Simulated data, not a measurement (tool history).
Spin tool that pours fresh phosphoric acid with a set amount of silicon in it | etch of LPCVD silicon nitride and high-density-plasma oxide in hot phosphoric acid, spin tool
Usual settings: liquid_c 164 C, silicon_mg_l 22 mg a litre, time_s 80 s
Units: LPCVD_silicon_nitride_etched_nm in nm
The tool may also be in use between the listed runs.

run	hour	liquid_c	silicon_mg_l	time_s	wafers since the last listed run	hours since the thermometer was replaced	hours since the dissolved silicon flow meter was replaced	hours since the heated supply line was repaired	hours since the gauge calibration	read-back film thickness of the LPCVD silicon nitride reference wafer, read on the same gauge (nm)	LPCVD_silicon_nitride_etched_nm
1	0	164	22	80	0	3.2	16.2	663	498.9	99.99	8.02
2	9.1	164	22	100	71	12.3	25.3	672.1	508	100.01	10.01
3	21	164	27.5	50	93	24.2	37.2	684	519.9	99.99	4.99
4	31.8	164	27.5	50	84	35	48	694.8	530.7	100	5.04
5	46	164	22	80	111	49.2	62.2	709	544.9	99.99	8
6	62.6	163	33	65	129	65.8	78.8	725.6	561.5	100	6.25
7	73.2	163	22	80	82	76.4	89.4	736.2	572.1	99.99	7.74
8	89.9	165	32	120	130	93.1	106.1	752.9	588.8	99.99	12.3
9	105.1	164	27.5	50	119	108.3	121.3	768.1	604	100	4.98
# hour 109.5: heated supply line repaired
# hour 133.7: gauge calibrated
10	135.2	164	6	80	227	138.4	151.4	25.7	1.5	99.99	7.96
11	148.5	165	35	60	104	151.7	164.7	39	14.8	99.98	6.18
12	159.8	162	6.5	40	88	163	176	50.3	26.1	100.01	3.72
13	195.2	164	22	80	277	198.4	211.4	85.7	61.5	100	7.98

Forecast run 14:
14	211.8	162	6.5	40	129	215	228	102.3	78.1	?	?

{"run 14": {"read-back film thickness of the LPCVD silicon nitride reference wafer, read on the same gauge (nm)": 100, "LPCVD_silicon_nitride_etched_nm": 3.72}}
Without the tool's hidden state the same run would have given LPCVD_silicon_nitride_etched_nm 3.78 nm.
